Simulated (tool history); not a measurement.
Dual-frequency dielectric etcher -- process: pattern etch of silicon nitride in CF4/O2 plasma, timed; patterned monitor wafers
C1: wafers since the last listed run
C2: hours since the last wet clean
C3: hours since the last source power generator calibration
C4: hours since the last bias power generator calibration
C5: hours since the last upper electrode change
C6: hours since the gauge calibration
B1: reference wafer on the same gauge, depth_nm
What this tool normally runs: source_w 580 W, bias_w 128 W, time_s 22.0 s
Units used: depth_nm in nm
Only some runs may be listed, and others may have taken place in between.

{"run": 1, "hour": 0.0, "source_w": 580, "bias_w": 128, "time_s": 26.0, "C1": 0, "C2": 343.7, "C3": 4002.1, "C4": 3951.1, "C5": 2785.5, "C6": 34.7, "B1": 40.6, "depth_nm": 48.81}
{"run": 2, "hour": 8.9, "source_w": 580, "bias_w": 128, "time_s": 26.0, "C1": 131, "C2": 352.6, "C3": 4011.0, "C4": 3960.0, "C5": 2794.4, "C6": 43.6, "B1": 40.62, "depth_nm": 48.81}
{"run": 3, "hour": 23.3, "source_w": 580, "bias_w": 128, "time_s": 22.0, "C1": 212, "C2": 367.0, "C3": 4025.4, "C4": 3974.4, "C5": 2808.8, "C6": 58.0, "B1": 40.62, "depth_nm": 41.19}
{"run": 4, "hour": 33.4, "source_w": 580, "bias_w": 128, "time_s": 22.0, "C1": 148, "C2": 377.1, "C3": 4035.5, "C4": 3984.5, "C5": 2818.9, "C6": 68.1, "B1": 40.6, "depth_nm": 41.35}
{"run": 5, "hour": 40.0, "source_w": 580, "bias_w": 128, "time_s": 22.0, "C1": 97, "C2": 383.7, "C3": 4042.1, "C4": 3991.1, "C5": 2825.5, "C6": 74.7, "B1": 40.6, "depth_nm": 41.21}
{"run": 6, "hour": 59.4, "source_w": 580, "bias_w": 128, "time_s": 22.0, "C1": 285, "C2": 403.1, "C3": 4061.5, "C4": 4010.5, "C5": 2844.9, "C6": 94.1, "B1": 40.6, "depth_nm": 41.12}
{"run": 7, "hour": 76.6, "source_w": 580, "bias_w": 128, "time_s": 22.0, "C1": 253, "C2": 420.3, "C3": 4078.7, "C4": 4027.7, "C5": 2862.1, "C6": 111.3, "B1": 40.6, "depth_nm": 41.13}
{"run": 8, "hour": 89.4, "source_w": 580, "bias_w": 128, "time_s": 22.0, "C1": 188, "C2": 433.1, "C3": 4091.5, "C4": 4040.5, "C5": 2874.9, "C6": 124.1, "B1": 40.59, "depth_nm": 41.03}
{"run": 9, "hour": 103.3, "source_w": 580, "bias_w": 128, "time_s": 22.0, "C1": 204, "C2": 447.0, "C3": 4105.4, "C4": 4054.4, "C5": 2888.8, "C6": 138.0, "B1": 40.6, "depth_nm": 41.14}
{"run": 10, "hour": 109.8, "source_w": 580, "bias_w": 128, "time_s": 22.0, "C1": 95, "C2": 453.5, "C3": 4111.9, "C4": 4060.9, "C5": 2895.3, "C6": 144.5, "B1": 40.6, "depth_nm": 40.93}
{"hour": 115.8, "done": "gauge calibrated"}
{"hour": 139.8, "done": "wet clean of the chamber"}
{"hour": 151.0, "done": "source power generator calibrated"}
{"hour": 151.3, "done": "upper electrode replaced"}
{"run": 11, "hour": 151.8, "source_w": 490, "bias_w": 144, "time_s": 22.0, "C1": 201, "C2": 12.0, "C3": 0.8, "C4": 4102.9, "C5": 0.5, "C6": 36.0, "B1": 40.59, "depth_nm": 38.02}
{"run": 12, "hour": 152.1, "source_w": 450, "bias_w": 151, "time_s": 22.0, "C1": 4, "C2": 12.3, "C3": 1.1, "C4": 4103.2, "C5": 0.8, "C6": 36.3, "B1": 40.59, "depth_nm": 35.95}
{"run": 13, "hour": 152.5, "source_w": 580, "bias_w": 128, "time_s": 22.0, "C1": 5, "C2": 12.7, "C3": 1.5, "C4": 4103.6, "C5": 1.2, "C6": 36.7, "B1": 40.6, "depth_nm": 41.89}
{"run": 14, "hour": 152.8, "source_w": 470, "bias_w": 113, "time_s": 19.5, "C1": 4, "C2": 13.0, "C3": 1.8, "C4": 4103.9, "C5": 1.5, "C6": 37.0, "B1": 40.6, "depth_nm": 28.26}
{"hour": 161.6, "done": "bias power generator calibrated"}
{"run": 15, "hour": 162.1, "source_w": 580, "bias_w": 128, "time_s": 22.0, "C1": 78, "C2": 22.3, "C3": 11.1, "C4": 0.5, "C5": 10.8, "C6": 46.3, "B1": 40.6, "depth_nm": 42.03}
{"run": 16, "hour": 168.7, "source_w": 700, "bias_w": 128, "time_s": 16.0, "C1": 97, "C2": 28.9, "C3": 17.7, "C4": 7.1, "C5": 17.4, "C6": 52.9, "B1": 40.6, "depth_nm": 36.4}
{"run": 17, "hour": 178.6, "source_w": 580, "bias_w": 128, "time_s": 26.0, "C1": 145, "C2": 38.8, "C3": 27.6, "C4": 17.0, "C5": 27.3, "C6": 62.8, "B1": 40.59, "depth_nm": 49.34}
{"run": 18, "hour": 194.0, "source_w": 470, "bias_w": 104, "time_s": 18.5, "C1": 226, "C2": 54.2, "C3": 43.0, "C4": 32.4, "C5": 42.7, "C6": 78.2, "B1": 40.6, "depth_nm": 25.41}
{"run": 19, "hour": 204.7, "source_w": 470, "bias_w": 113, "time_s": 19.5, "C1": 157, "C2": 64.9, "C3": 53.7, "C4": 43.1, "C5": 53.4, "C6": 88.9, "B1": 40.6, "depth_nm": 28.18}
{"run": 20, "hour": 218.6, "source_w": 630, "bias_w": 150, "time_s": 22.0, "C1": 204, "C2": 78.8, "C3": 67.6, "C4": 57.0, "C5": 67.3, "C6": 102.8, "B1": 40.61, "depth_nm": 49.24}
{"run": 21, "hour": 228.5, "source_w": 580, "bias_w": 159, "time_s": 28.5, "C1": 145, "C2": 88.7, "C3": 77.5, "C4": 66.9, "C5": 77.2, "C6": 112.7, "B1": 40.6, "depth_nm": 60.92}

Forecast each of these 3 alternatives for the next run:
{"run": "A", "hour": 228.9, "source_w": 580, "bias_w": 105, "time_s": 22.0, "C1": 5, "C2": 89.1, "C3": 77.9, "C4": 67.3, "C5": 77.6, "C6": 113.1, "B1": "?", "depth_nm": "?"}
{"run": "B", "hour": 228.9, "source_w": 510, "bias_w": 128, "time_s": 24.0, "C1": 5, "C2": 89.1, "C3": 77.9, "C4": 67.3, "C5": 77.6, "C6": 113.1, "B1": "?", "depth_nm": "?"}
{"run": "C", "hour": 228.9, "source_w": 520, "bias_w": 117, "time_s": 16.5, "C1": 5, "C2": 89.1, "C3": 77.9, "C4": 67.3, "C5": 77.6, "C6": 113.1, "B1": "?", "depth_nm": "?"}

run=A B1=40.59 depth_nm=37.35
run=B B1=40.59 depth_nm=40.36
run=C B1=40.59 depth_nm=26.86
The same runs, with their run-to-run variation unchanged, on a tool lacking any hidden condition would have given:
run=A depth_nm=37.45
run=B depth_nm=40.46
run=C depth_nm=26.93
